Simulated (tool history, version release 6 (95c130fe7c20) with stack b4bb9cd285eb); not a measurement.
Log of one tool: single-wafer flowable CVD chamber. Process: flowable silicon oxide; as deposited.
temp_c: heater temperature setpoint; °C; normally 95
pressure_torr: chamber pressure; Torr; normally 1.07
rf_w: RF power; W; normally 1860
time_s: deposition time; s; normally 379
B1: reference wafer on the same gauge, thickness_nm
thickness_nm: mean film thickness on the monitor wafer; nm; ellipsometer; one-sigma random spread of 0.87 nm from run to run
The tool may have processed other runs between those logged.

{"run": 1, "hour": 0.0, "temp_c": 95, "pressure_torr": 1.07, "rf_w": 1860, "time_s": 379, "B1": 411.041, "thickness_nm": 391.668}
{"run": 2, "hour": 91.6, "temp_c": 95, "pressure_torr": 1.07, "rf_w": 1860, "time_s": 379, "B1": 411.235, "thickness_nm": 392.328}
{"run": 3, "hour": 116.5, "temp_c": 95, "pressure_torr": 1.07, "rf_w": 1715, "time_s": 379, "B1": 410.858, "thickness_nm": 379.825}
{"run": 4, "hour": 144.4, "temp_c": 95, "pressure_torr": 1.07, "rf_w": 1715, "time_s": 379, "B1": 411.124, "thickness_nm": 378.941}
{"run": 5, "hour": 175.5, "temp_c": 95, "pressure_torr": 1.07, "rf_w": 1715, "time_s": 379, "B1": 410.511, "thickness_nm": 379.847}
{"run": 6, "hour": 208.6, "temp_c": 95, "pressure_torr": 1.07, "rf_w": 1860, "time_s": 323, "B1": 410.997, "thickness_nm": 333.38}
{"run": 7, "hour": 229.1, "temp_c": 95, "pressure_torr": 1.07, "rf_w": 1860, "time_s": 379, "B1": 411.127, "thickness_nm": 391.434}
{"hour": 256.9, "done": "RF generator calibrated"}
{"run": 8, "hour": 257.4, "temp_c": 95, "pressure_torr": 1.07, "rf_w": 1860, "time_s": 379, "B1": 410.892, "thickness_nm": 389.102}
{"run": 9, "hour": 288.7, "temp_c": 95, "pressure_torr": 1.23, "rf_w": 1860, "time_s": 379, "B1": 410.802, "thickness_nm": 448.407}
{"run": 10, "hour": 306.9, "temp_c": 95, "pressure_torr": 1.07, "rf_w": 1860, "time_s": 319, "B1": 410.671, "thickness_nm": 327.589}
{"run": 11, "hour": 340.1, "temp_c": 95, "pressure_torr": 1.07, "rf_w": 1860, "time_s": 319, "B1": 410.747, "thickness_nm": 328.061}
{"run": 12, "hour": 360.3, "temp_c": 95, "pressure_torr": 0.95, "rf_w": 1860, "time_s": 379, "B1": 410.782, "thickness_nm": 342.718}
{"run": 13, "hour": 380.8, "temp_c": 95, "pressure_torr": 1.07, "rf_w": 1860, "time_s": 379, "B1": 410.996, "thickness_nm": 388.641}
{"run": 14, "hour": 397.1, "temp_c": 95, "pressure_torr": 1.07, "rf_w": 2070, "time_s": 379, "B1": 411.316, "thickness_nm": 399.76}
{"hour": 410.6, "done": "thermocouple changed; heater temperature recalibrated"}
{"run": 15, "hour": 431.7, "temp_c": 95, "pressure_torr": 1.07, "rf_w": 1860, "time_s": 416, "B1": 411.198, "thickness_nm": 426.599}
{"run": 16, "hour": 446.6, "temp_c": 110, "pressure_torr": 0.91, "rf_w": 1640, "time_s": 412, "B1": 411.107, "thickness_nm": 219.299}
{"hour": 458.2, "done": "showerhead replaced"}
{"run": 17, "hour": 458.9, "temp_c": 101, "pressure_torr": 1.07, "rf_w": 2050, "time_s": 379, "B1": 411.017, "thickness_nm": 334.78}
{"run": 18, "hour": 484.0, "temp_c": 101, "pressure_torr": 1.07, "rf_w": 1860, "time_s": 379, "B1": 410.876, "thickness_nm": 325.149}
{"run": 19, "hour": 517.6, "temp_c": 86, "pressure_torr": 1.07, "rf_w": 1860, "time_s": 379, "B1": 410.955, "thickness_nm": 497.423}
{"run": 20, "hour": 542.8, "temp_c": 95, "pressure_torr": 1.28, "rf_w": 1605, "time_s": 379, "B1": 410.445, "thickness_nm": 440.053}
{"hour": 567.5, "done": "capacitance manometer re-zeroed and calibrated"}
{"run": 21, "hour": 574.4, "temp_c": 95, "pressure_torr": 1.31, "rf_w": 1860, "time_s": 379, "B1": 411.2, "thickness_nm": 492.764}
{"run": 22, "hour": 599.7, "temp_c": 95, "pressure_torr": 1.07, "rf_w": 1860, "time_s": 379, "B1": 410.916, "thickness_nm": 400.844}
{"run": 23, "hour": 622.3, "temp_c": 95, "pressure_torr": 1.07, "rf_w": 1860, "time_s": 339, "B1": 411.32, "thickness_nm": 360.222}
{"hour": 622.9, "done": "gauge calibrated"}
{"run": 24, "hour": 646.7, "temp_c": 102, "pressure_torr": 0.92, "rf_w": 1860, "time_s": 379, "B1": 411.446, "thickness_nm": 279.536}
{"run": 25, "hour": 659.3, "temp_c": 95, "pressure_torr": 1.07, "rf_w": 1860, "time_s": 379, "B1": 410.995, "thickness_nm": 401.849}
{"run": 26, "hour": 738.2, "temp_c": 95, "pressure_torr": 1.07, "rf_w": 1605, "time_s": 409, "B1": 410.749, "thickness_nm": 411.413}
{"run": 27, "hour": 765.1, "temp_c": 95, "pressure_torr": 1.29, "rf_w": 2120, "time_s": 414, "B1": 411.46, "thickness_nm": 546.634}
{"run": 28, "hour": 800.0, "temp_c": 108, "pressure_torr": 1.21, "rf_w": 2230, "time_s": 379, "B1": 411.099, "thickness_nm": 323.494}
{"run": 29, "hour": 825.4, "temp_c": 95, "pressure_torr": 1.07, "rf_w": 1860, "time_s": 379, "B1": 410.763, "thickness_nm": 400.082}

3 ways to go on from here, each from the tool as it stands after run 29. What would each give?
{"run": "A", "hour": 825.9, "temp_c": 95, "pressure_torr": 1.07, "rf_w": 1860, "time_s": 342, "B1": "?", "thickness_nm": "?"}
{"run": "B", "hour": 825.9, "temp_c": 95, "pressure_torr": 1.07, "rf_w": 1975, "time_s": 379, "B1": "?", "thickness_nm": "?"}
{"run": "C", "hour": 825.9, "temp_c": 107, "pressure_torr": 1.07, "rf_w": 1860, "time_s": 379, "B1": "?", "thickness_nm": "?"}

run=A B1=411.15 thickness_nm=360.609
run=B B1=411.15 thickness_nm=406.46
run=C B1=411.15 thickness_nm=281.337
With no hidden state in the tool, these same runs would have given:
run=A thickness_nm=361.53
run=B thickness_nm=407.498
run=C thickness_nm=282.055
